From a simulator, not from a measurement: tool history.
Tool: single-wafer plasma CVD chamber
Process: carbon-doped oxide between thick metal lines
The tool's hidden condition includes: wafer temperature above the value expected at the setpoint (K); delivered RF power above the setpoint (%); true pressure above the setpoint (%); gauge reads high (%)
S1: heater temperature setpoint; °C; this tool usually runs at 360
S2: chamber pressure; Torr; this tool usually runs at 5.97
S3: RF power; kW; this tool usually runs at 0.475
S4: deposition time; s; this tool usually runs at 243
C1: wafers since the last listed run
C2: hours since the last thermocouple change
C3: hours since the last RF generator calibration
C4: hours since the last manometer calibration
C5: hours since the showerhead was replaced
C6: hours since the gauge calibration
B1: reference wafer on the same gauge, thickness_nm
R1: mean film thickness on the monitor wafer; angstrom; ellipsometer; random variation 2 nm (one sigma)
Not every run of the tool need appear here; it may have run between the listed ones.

run   hour   S1    S2     S3   S4   C1      C2      C3      C4      C5     C6        B1        R1
  1      0  360  6.58  0.475  277    0  1135.2   810.9  1994.2  7310.2  691.7  1140.667  12942.71
  2   12.3  360  6.58  0.475  277   93  1147.5   823.2  2006.5  7322.5    704  1139.057  12944.87
  3   38.6  360  6.58  0.475  277  200  1173.8   849.5  2032.8  7348.8  730.3  1139.709  12898.06
  4   72.6  360  5.97  0.475  211  259  1207.8   883.5  2066.8  7382.8  764.3  1139.734   9701.17
  5   91.8  360  5.97  0.475  211  146    1227   902.7    2086    7402  783.5   1139.81   9705.36
  6    112  360  5.97  0.475  211  154  1247.2   922.9  2106.2  7422.2  803.7  1139.713   9694.91
  7  129.3  371  5.97   0.53  243  132  1264.5   940.2  2123.5  7439.5    821  1140.806  11620.84
  8    152  371  5.97   0.53  243  173  1287.2   962.9  2146.2  7462.2  843.7  1138.811  11597.41
  9  177.1  360  5.97  0.475  243  191  1312.3     988  2171.3  7487.3  868.8  1140.856  11210.36
 10  196.3  360  5.97  0.475  243  146  1331.5  1007.2  2190.5  7506.5    888  1139.998   11184.8
 11  229.3  360  5.97  0.475  211  251  1364.5  1040.2  2223.5  7539.5    921  1138.927   9707.16
     244.9  -- gauge calibrated
 12  255.3  360  6.35  0.535  243  198  1390.5  1066.2  2249.5  7565.5   10.4  1139.903  12074.55
 13  290.2  368   6.4  0.525  219  266  1425.4  1101.1  2284.4  7600.4   45.3  1140.252  10560.24
 14  317.1  360  5.97  0.475  211  205  1452.3    1128  2311.3  7627.3   72.2  1140.129   9709.35
     330.1  -- thermocouple changed; heater temperature recalibrated
 15  333.6  360  6.42   0.55  275   64     3.5  1144.5  2327.8  7643.8   88.7  1140.186  14110.95
     361.9  -- showerhead replaced
     372.3  -- RF generator calibrated
 16  372.8  360  5.97  0.475  225  177    42.7     0.5    2367    10.9  127.9   1139.97  10653.03
 17  387.8  360  5.97  0.475  276  114    57.7    15.5    2382    25.9  142.9  1140.563  13019.95
 18  401.1  355  6.46  0.475  217  101      71    28.8  2395.3    39.2  156.2  1139.211  10479.32
 19  429.1  360  5.97  0.475  229  213      99    56.8  2423.3    67.2  184.2  1139.799  10793.82
     452.4  -- capacitance manometer re-zeroed and calibrated
 20  463.9  351  7.09  0.505  255  204   133.8    91.6    11.5     102    219  1140.159  12984.52
 21  477.4  360  6.94  0.475  228  103   147.3   105.1      25   115.5  232.5  1139.451  10949.51
 22  496.8  360  5.97  0.475  200  148   166.7   124.5    44.4   134.9  251.9  1139.644   9439.39
 23  512.6  373  4.59  0.385  225  120   182.5   140.3    60.2   150.7  267.7  1139.899   8544.85
 24  536.1  360  5.97  0.475  243  179     206   163.8    83.7   174.2  291.2   1140.42  11467.09
 25  551.6  353   7.4   0.51  289  118   221.5   179.3    99.2   189.7  306.7  1139.769  14731.37
 26  579.3  375  5.97  0.475  201  211   249.2     207   126.9   217.4  334.4  1140.664   9104.05
 27  612.2  360  5.97  0.475  243  251   282.1   239.9   159.8   250.3  367.3  1140.313  11403.08
 28  698.3  360  6.47   0.42  243  656   368.2     326   245.9   336.4  453.4  1139.912  10587.98
 29  730.9  360  4.64  0.475  243  248   400.8   358.6   278.5     369    486  1139.873  10899.17

Branching from run 29: 3 alternative next runs. What would each branch give?
  A  731.4  360  5.97  0.475  243   3  401.3  359.1  279  369.5  486.5   ?   ?
  B  731.4  371  5.97  0.475  197   3  401.3  359.1  279  369.5  486.5   ?   ?
  C  731.4  371  7.31  0.475  261   3  401.3  359.1  279  369.5  486.5   ?   ?

run        B1        R1
  A  1140.059  11362.71
  B  1140.059   8971.07
  C  1140.059  12128.56
Had the tool no hidden state, the same runs would have come out as:
run        R1
  A  11473.16
  B   9057.55
  C  12245.47
